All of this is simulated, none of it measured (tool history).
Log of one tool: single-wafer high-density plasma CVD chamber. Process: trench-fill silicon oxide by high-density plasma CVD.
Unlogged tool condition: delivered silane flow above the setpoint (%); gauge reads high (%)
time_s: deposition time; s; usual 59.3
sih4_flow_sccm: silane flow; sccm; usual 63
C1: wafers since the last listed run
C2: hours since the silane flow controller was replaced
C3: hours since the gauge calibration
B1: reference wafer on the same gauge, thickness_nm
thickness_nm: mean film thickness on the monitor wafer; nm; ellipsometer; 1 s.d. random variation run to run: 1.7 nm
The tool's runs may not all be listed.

Run 1, hour 0.0: usual settings; C1 0; C2 2162.8; C3 902.0; B1 359.792. Result: thickness_nm 354.035 nm.
Run 2, hour 34.9: usual settings; C1 569; C2 2197.7; C3 936.9; B1 359.945. Result: thickness_nm 354.149 nm.
Run 3, hour 78.7: usual settings; C1 715; C2 2241.5; C3 980.7; B1 359.852. Result: thickness_nm 355.580 nm.
Run 4, hour 228.0: usual settings; C1 2437; C2 2390.8; C3 1130.0; B1 360.151. Result: thickness_nm 353.232 nm.
Run 5, hour 265.6: usual settings; C1 613; C2 2428.4; C3 1167.6; B1 360.108. Result: thickness_nm 354.406 nm.
Run 6, hour 325.4: usual settings; C1 976; C2 2488.2; C3 1227.4; B1 360.513. Result: thickness_nm 354.304 nm.
Run 7, hour 393.5: usual settings; C1 1111; C2 2556.3; C3 1295.5; B1 359.703. Result: thickness_nm 350.853 nm.
Run 8, hour 427.8: usual settings; C1 560; C2 2590.6; C3 1329.8; B1 360.121. Result: thickness_nm 351.823 nm.
Run 9, hour 480.6: usual settings but time_s 66.4 s; C1 862; C2 2643.4; C3 1382.6; B1 360.267. Result: thickness_nm 393.096 nm.
Run 10, hour 551.1: usual settings; C1 1151; C2 2713.9; C3 1453.1; B1 359.917. Result: thickness_nm 352.570 nm.
At hour 570.2: gauge calibrated.
Run 11, hour 676.0: usual settings; C1 2039; C2 2838.8; C3 105.8; B1 360.426. Result: thickness_nm 353.113 nm.
Run 12, hour 704.8: usual settings; C1 470; C2 2867.6; C3 134.6; B1 359.900. Result: thickness_nm 353.447 nm.
Run 13, hour 769.8: usual settings; C1 1061; C2 2932.6; C3 199.6; B1 359.857. Result: thickness_nm 349.179 nm.
Run 14, hour 831.1: usual settings but sih4_flow_sccm 57 sccm; C1 1000; C2 2993.9; C3 260.9; B1 360.596. Result: thickness_nm 327.919 nm.
Run 15, hour 888.0: usual settings but sih4_flow_sccm 57 sccm; C1 928; C2 3050.8; C3 317.8; B1 359.797. Result: thickness_nm 327.553 nm.
Run 16, hour 941.9: usual settings; C1 880; C2 3104.7; C3 371.7; B1 359.818. Result: thickness_nm 348.247 nm.
Run 17, hour 981.7: usual settings but time_s 50.0 s, sih4_flow_sccm 55 sccm; C1 649; C2 3144.5; C3 411.5; B1 360.053. Result: thickness_nm 273.088 nm.
Run 18, hour 1007.1: usual settings but time_s 65.0 s, sih4_flow_sccm 67 sccm; C1 414; C2 3169.9; C3 436.9; B1 359.985. Result: thickness_nm 398.742 nm.
Run 19, hour 1045.3: usual settings but time_s 65.2 s, sih4_flow_sccm 69 sccm; C1 623; C2 3208.1; C3 475.1; B1 359.750. Result: thickness_nm 408.099 nm.
Run 20, hour 1092.0: usual settings but sih4_flow_sccm 75 sccm; C1 762; C2 3254.8; C3 521.8; B1 360.293. Result: thickness_nm 396.900 nm.
Run 21, hour 1160.3: usual settings; C1 1115; C2 3323.1; C3 590.1; B1 360.177. Result: thickness_nm 349.011 nm.
Run 22, hour 1184.8: usual settings but time_s 70.5 s; C1 400; C2 3347.6; C3 614.6; B1 360.042. Result: thickness_nm 417.943 nm.
Run 23, hour 1234.8: usual settings but time_s 50.9 s, sih4_flow_sccm 69 sccm; C1 816; C2 3397.6; C3 664.6; B1 359.841. Result: thickness_nm 319.105 nm.
Run 24, hour 1285.4: usual settings; C1 826; C2 3448.2; C3 715.2; B1 360.105. Result: thickness_nm 351.058 nm.
At hour 1311.6: silane flow controller replaced.
Run 25, hour 1351.4: usual settings but sih4_flow_sccm 70 sccm; C1 946; C2 39.8; C3 781.2; B1 359.784. Result: thickness_nm 388.682 nm.
Run 26, hour 1404.2: usual settings; C1 862; C2 92.6; C3 834.0; B1 359.956. Result: thickness_nm 360.136 nm.
Run 27, hour 1562.4: usual settings; C1 2582; C2 250.8; C3 992.2; B1 359.905. Result: thickness_nm 363.102 nm.
Run 28, hour 1612.7: usual settings; C1 821; C2 301.1; C3 1042.5; B1 360.493. Result: thickness_nm 360.582 nm.
Run 29, hour 1665.2: usual settings; C1 857; C2 353.6; C3 1095.0; B1 360.018. Result: thickness_nm 362.656 nm.
Run 30, hour 1733.1: usual settings but sih4_flow_sccm 59 sccm; C1 1108; C2 421.5; C3 1162.9; B1 360.421. Result: thickness_nm 343.609 nm.
Run 31, hour 1781.6: usual settings but time_s 64.7 s, sih4_flow_sccm 71 sccm; C1 791; C2 470.0; C3 1211.4; B1 359.696. Result: thickness_nm 428.671 nm.
Run 32, hour 1813.8: usual settings but time_s 68.5 s, sih4_flow_sccm 74 sccm; C1 525; C2 502.2; C3 1243.6; B1 359.803. Result: thickness_nm 465.955 nm.
Run 33, hour 1860.2: usual settings but time_s 65.9 s, sih4_flow_sccm 54 sccm; C1 757; C2 548.6; C3 1290.0; B1 359.846. Result: thickness_nm 365.481 nm.

Per-run results on a tool with no hidden state, each run keeping its own random variation:
run  thickness_nm
  1       362.895
  2       363.169
  3       364.836
  4       363.102
  5       364.480
  6       364.647
  7       361.404
  8       362.558
  9       405.358
 10       363.889
 11       365.020
 12       365.498
 13       361.380
 14       339.638
 15       339.502
 16       361.195
 17       283.384
 18       413.908
 19       423.825
 20       412.437
 21       362.986
 22       434.814
 23       332.195
 24       365.693
 25       389.513
 26       361.138
 27       364.815
 28       362.506
 29       364.824
 30       345.950
 31       431.848
 32       469.592
 33       368.543
